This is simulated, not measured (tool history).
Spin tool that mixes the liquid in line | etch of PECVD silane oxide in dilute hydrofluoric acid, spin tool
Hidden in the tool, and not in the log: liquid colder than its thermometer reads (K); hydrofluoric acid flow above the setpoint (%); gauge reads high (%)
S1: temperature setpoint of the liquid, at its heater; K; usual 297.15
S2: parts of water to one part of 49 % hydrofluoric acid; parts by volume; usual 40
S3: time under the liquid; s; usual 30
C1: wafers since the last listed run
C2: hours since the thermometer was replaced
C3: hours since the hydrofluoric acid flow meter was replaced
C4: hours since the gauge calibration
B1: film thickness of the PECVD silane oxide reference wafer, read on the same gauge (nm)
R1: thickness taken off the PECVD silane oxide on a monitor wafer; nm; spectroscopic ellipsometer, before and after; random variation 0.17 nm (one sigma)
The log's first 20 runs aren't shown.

run   hour      S1  S2  S3   C1     C2     C3     C4      B1     R1
 21  296.1  301.65  40  30  130  266.6   52.4    128  139.99  28.78
 22  306.7  297.15  45  30  115  277.2     63  138.6  139.98  21.27
 23  314.6  299.65  50  15   85  285.1   70.9  146.5  140.04  10.43
 24  324.3  297.15  60  30  105  294.8   80.6  156.2  140.01  15.64
 25    340  295.15  50  20  170  310.5   96.3  171.9  139.98  11.47
 26  357.4  297.15  45  45  188  327.9  113.7  189.3  139.99  31.34
 27  365.9  297.15  40  30   92  336.4  122.2  197.8  139.99  23.92
 28    373  299.15  30  30   77  343.5  129.3  204.9     140  34.94
 29  383.1  297.15  40  30  109  353.6  139.4    215  139.99  23.75
 30  395.8  297.15  40  30  137  366.3  152.1  227.7  140.02  24.23
 31  405.1  294.15  55  40  100  375.6  161.4    237  139.98   20.1
 32  416.2  297.15  40  30  120  386.7  172.5  248.1  139.99  23.75
 33  424.3  297.15  40  30   87  394.8  180.6  256.2     140  23.94

4 ways to go on from here, each from the tool as it stands after run 33. What would each give?
  A  424.7  295.15  40  30   4  395.2  181  256.6   ?   ?
  B  424.7  292.15  60  20   4  395.2  181  256.6   ?   ?
  C  424.7  301.15  40  30   4  395.2  181  256.6   ?   ?
  D  424.7  294.65  30  30   4  395.2  181  256.6   ?   ?

run      B1     R1
  A  140.02   22.1
  B  140.02   8.44
  C  140.02  28.35
  D  140.02  29.19
Without the tool's hidden state the same runs would have given:
run     R1
  A  22.72
  B   8.68
  C  29.09
  D  30.03
